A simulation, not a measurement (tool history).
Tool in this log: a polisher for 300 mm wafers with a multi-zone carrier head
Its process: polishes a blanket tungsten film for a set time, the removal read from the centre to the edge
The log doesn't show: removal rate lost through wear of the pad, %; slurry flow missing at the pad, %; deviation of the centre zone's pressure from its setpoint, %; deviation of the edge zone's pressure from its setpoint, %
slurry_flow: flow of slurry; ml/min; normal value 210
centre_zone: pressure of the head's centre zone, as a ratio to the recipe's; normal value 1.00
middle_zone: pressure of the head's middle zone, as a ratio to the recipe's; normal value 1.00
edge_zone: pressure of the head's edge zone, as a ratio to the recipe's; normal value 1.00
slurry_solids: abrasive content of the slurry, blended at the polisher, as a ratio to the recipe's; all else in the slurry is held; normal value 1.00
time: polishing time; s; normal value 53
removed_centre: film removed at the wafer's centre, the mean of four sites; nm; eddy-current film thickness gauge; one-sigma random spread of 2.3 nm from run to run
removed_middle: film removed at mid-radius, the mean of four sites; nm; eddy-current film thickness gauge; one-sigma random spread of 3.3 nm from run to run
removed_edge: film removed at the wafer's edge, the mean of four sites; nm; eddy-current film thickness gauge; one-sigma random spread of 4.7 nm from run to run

run	hour	slurry_flow	centre_zone	middle_zone	edge_zone	slurry_solids	time	wafers since the last listed run	wafers polished on this pad	hours since the slurry nozzle was cleaned	hours since the centre zone pressure was calibrated	hours since the edge zone pressure was calibrated	hours since the carrier head's membrane was replaced	incoming thickness of the incoming film, nm	removed_centre	removed_middle	removed_edge
1	0.0	210	1.00	1.00	1.00	1.00	53	0	5	192.8	682.0	218.1	0.5	1028.6	359.9	343.7	334.2
2	23.1	210	1.00	1.00	1.00	1.00	53	292	298	215.9	705.1	241.2	23.6	1055.4	362.4	343.9	340.7
3	39.5	210	1.00	1.00	1.00	1.00	53	207	506	232.3	721.5	257.6	40.0	1047.6	360.0	348.4	338.3
# hour 81.2: slurry nozzle cleaned
# hour 140.8: edge zone pressure recalibrated
4	147.1	210	1.00	1.00	1.00	1.00	53	1326	1833	65.9	829.1	6.3	147.6	1048.2	359.7	345.1	328.8
5	168.9	210	1.00	1.00	1.00	1.00	53	276	2109	87.7	850.9	28.1	169.4	1044.7	362.3	341.6	340.3
6	185.2	210	1.00	1.00	0.94	0.80	53	206	2316	104.0	867.2	44.4	185.7	1041.1	334.9	316.3	308.9
7	217.5	210	1.00	1.00	1.00	1.00	53	409	2725	136.3	899.5	76.7	218.0	1045.8	363.8	345.1	335.7
# hour 228.9: centre zone pressure recalibrated
8	231.6	210	1.00	1.00	1.00	1.00	53	153	2879	150.4	2.7	90.8	232.1	1052.6	341.8	337.4	339.0
# hour 242.9: worn pad replaced by a new one
9	265.4	210	1.12	1.08	0.92	1.00	53	377	285	184.2	36.5	124.6	265.9	1042.0	370.8	366.9	324.6
10	291.8	160	1.00	1.00	1.07	1.00	53	334	620	210.6	62.9	151.0	292.3	1034.9	327.0	328.0	328.7
11	305.7	275	1.00	0.95	1.00	1.00	53	176	796	224.5	76.8	164.9	306.2	1045.2	360.4	340.0	341.8
12	335.0	210	0.90	1.00	1.00	1.15	53	371	1167	253.8	106.1	194.2	335.5	1028.0	347.4	362.6	356.9
# hour 357.1: slurry nozzle cleaned
13	364.4	210	1.00	1.00	0.90	1.00	43	360	1528	7.3	135.5	223.6	364.9	1042.1	286.0	277.1	253.9
14	388.9	210	1.00	1.00	1.00	1.00	53	310	1838	31.8	160.0	248.1	389.4	1049.2	347.8	344.4	341.5
15	424.8	170	1.00	1.00	1.00	0.90	47	455	2293	67.7	195.9	284.0	425.3	1030.0	285.4	281.6	280.3
16	451.4	210	1.00	1.00	1.00	1.00	53	337	2631	94.3	222.5	310.6	451.9	1037.6	346.1	344.2	332.9
17	468.7	210	1.00	1.00	1.00	1.25	70	219	2850	111.6	239.8	327.9	469.2	1038.3	501.2	496.6	484.8
# hour 486.1: worn pad replaced by a new one
# hour 492.2: edge zone pressure recalibrated
18	494.7	275	1.00	0.95	0.96	1.00	38	253	84	137.6	265.8	2.5	495.2	1056.5	259.8	241.4	245.3
19	524.2	210	1.00	1.00	1.00	1.00	53	374	458	167.1	295.3	32.0	524.7	1039.2	353.1	347.7	333.5
20	548.3	210	1.00	1.00	0.96	1.00	53	305	763	191.2	319.4	56.1	548.8	1055.8	353.4	341.9	326.8
21	648.6	160	0.96	1.00	1.00	1.00	53	1271	2035	291.5	419.7	156.4	649.1	1037.8	325.9	321.6	328.1
# hour 671.4: slurry nozzle cleaned
22	677.6	210	1.00	0.88	0.90	1.00	46	355	2390	6.2	448.7	185.4	678.1	1038.2	311.2	265.9	277.1

Forecast each of these 3 alternatives for the next run:
A	678.0	210	0.91	1.00	1.00	1.00	53	5	2395	6.6	449.1	185.8	678.5	1041.5	?	?	?
B	678.0	175	1.05	1.00	1.00	1.00	36	5	2395	6.6	449.1	185.8	678.5	1041.5	?	?	?
C	678.0	275	1.00	1.00	1.00	0.75	53	5	2395	6.6	449.1	185.8	678.5	1041.5	?	?	?

run	removed_centre	removed_middle	removed_edge
A	336.6	343.8	335.1
B	239.5	226.3	222.5
C	330.2	318.7	308.1
Without the tool's hidden state the same runs would have given:
run	removed_centre	removed_middle	removed_edge
A	324.8	343.9	335.1
B	231.1	226.4	222.5
C	318.7	318.8	308.1
